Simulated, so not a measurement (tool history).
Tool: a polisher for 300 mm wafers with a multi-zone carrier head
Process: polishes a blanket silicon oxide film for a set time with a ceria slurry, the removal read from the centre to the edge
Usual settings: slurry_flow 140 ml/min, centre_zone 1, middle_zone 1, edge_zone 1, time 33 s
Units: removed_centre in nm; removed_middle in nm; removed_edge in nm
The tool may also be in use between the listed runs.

| run | hour | slurry_flow | centre_zone | middle_zone | edge_zone | time | incoming thickness of the incoming film, nm | removed_centre | removed_middle | removed_edge |
|---|---|---|---|---|---|---|---|---|---|---|
| 1 | 0 | 140 | 1 | 1 | 1 | 33 | 998.9 | 111.5 | 110.3 | 106.5 |
| 2 | 12.4 | 140 | 1 | 0.94 | 1 | 40 | 1006.4 | 136.4 | 125.2 | 129.1 |
| 3 | 38.7 | 90 | 1 | 0.96 | 1 | 33 | 988 | 94.7 | 90.6 | 95.5 |
|  | 43.6 | worn pad replaced by a new one |
| 4 | 67.3 | 140 | 1 | 1 | 1 | 29 | 994.4 | 105 | 102.5 | 100.7 |
| 5 | 90.8 | 155 | 1.12 | 1 | 1 | 33 | 986.5 | 138 | 116.4 | 114 |
|  | 189.4 | slurry nozzle cleaned |
| 6 | 198.6 | 140 | 1.11 | 1 | 1 | 33 | 1004.7 | 133.1 | 115.5 | 112.6 |
| 7 | 210.7 | 105 | 1 | 1.11 | 1.09 | 43 | 987.5 | 144.4 | 148.5 | 141.9 |
| 8 | 229.9 | 140 | 1 | 1 | 1 | 33 | 980.3 | 117.6 | 112.4 | 109.8 |
|  | 304 | edge zone pressure recalibrated |
|  | 318.2 | worn pad replaced by a new one |
| 9 | 331.1 | 140 | 1 | 1.09 | 1 | 36 | 1006.9 | 136.3 | 136.3 | 124.6 |
| 10 | 365.2 | 160 | 1.06 | 1.07 | 1 | 37 | 999.9 | 154.1 | 142.8 | 128.9 |
| 11 | 378.5 | 155 | 1.05 | 1 | 1 | 33 | 1015.8 | 133.9 | 117.6 | 114.7 |
| 12 | 402.2 | 140 | 1.11 | 1 | 1 | 33 | 996.4 | 138.1 | 115.7 | 114 |
|  | 412.9 | carrier head's membrane replaced by a new one |
| 13 | 427.8 | 140 | 1 | 1 | 1 | 33 | 1007 | 123 | 118.8 | 113.1 |
| 14 | 463 | 115 | 0.92 | 1.12 | 1.05 | 33 | 1004 | 106.7 | 118.3 | 109.1 |
|  | 484.8 | slurry nozzle cleaned |
| 15 | 497.6 | 140 | 1 | 1 | 1.08 | 33 | 988.4 | 121.5 | 116.5 | 114.2 |
| 16 | 524.5 | 140 | 1 | 1 | 1 | 33 | 998.8 | 123.1 | 113.5 | 108.9 |
|  | 546.2 | worn pad replaced by a new one |
| 17 | 555.5 | 175 | 1.1 | 1.08 | 1.11 | 33 | 1005.3 | 147.1 | 131.4 | 122.5 |
| 18 | 570.6 | 140 | 1 | 1 | 1 | 33 | 1005.4 | 124.6 | 119.1 | 112.6 |
| 19 | 589.2 | 140 | 1.1 | 0.95 | 0.92 | 33 | 1002.9 | 139.9 | 114 | 107.9 |
| 20 | 610.3 | 165 | 0.94 | 1.07 | 1.08 | 33 | 993.1 | 125 | 124.1 | 119.8 |
| 21 | 624.5 | 115 | 1.09 | 1 | 0.95 | 33 | 1007.7 | 132.6 | 113.2 | 107.9 |
| 22 | 643.4 | 140 | 1 | 1 | 1 | 33 | 990.8 | 127.8 | 116.7 | 112 |
| 23 | 690.5 | 140 | 1 | 1 | 0.94 | 33 | 998.5 | 123.3 | 113.7 | 107.5 |

Forecast each of these 3 alternatives for the next run:
| A | 690.9 | 140 | 1 | 1 | 1 | 33 | 1012.8 | ? | ? | ? |
| B | 690.9 | 140 | 0.92 | 0.91 | 1 | 33 | 1012.8 | ? | ? | ? |
| C | 690.9 | 170 | 1.03 | 1 | 0.9 | 33 | 1012.8 | ? | ? | ? |

| run | removed_centre | removed_middle | removed_edge |
|---|---|---|---|
| A | 126.5 | 112.8 | 113.1 |
| B | 116.3 | 104.3 | 113.3 |
| C | 136.1 | 117.2 | 110.7 |
Without the tool's hidden state the same runs would have given:
| run | removed_centre | removed_middle | removed_edge |
|---|---|---|---|
| A | 118 | 116.3 | 116.6 |
| B | 108.4 | 107.5 | 116.7 |
| C | 127 | 120.9 | 114.1 |
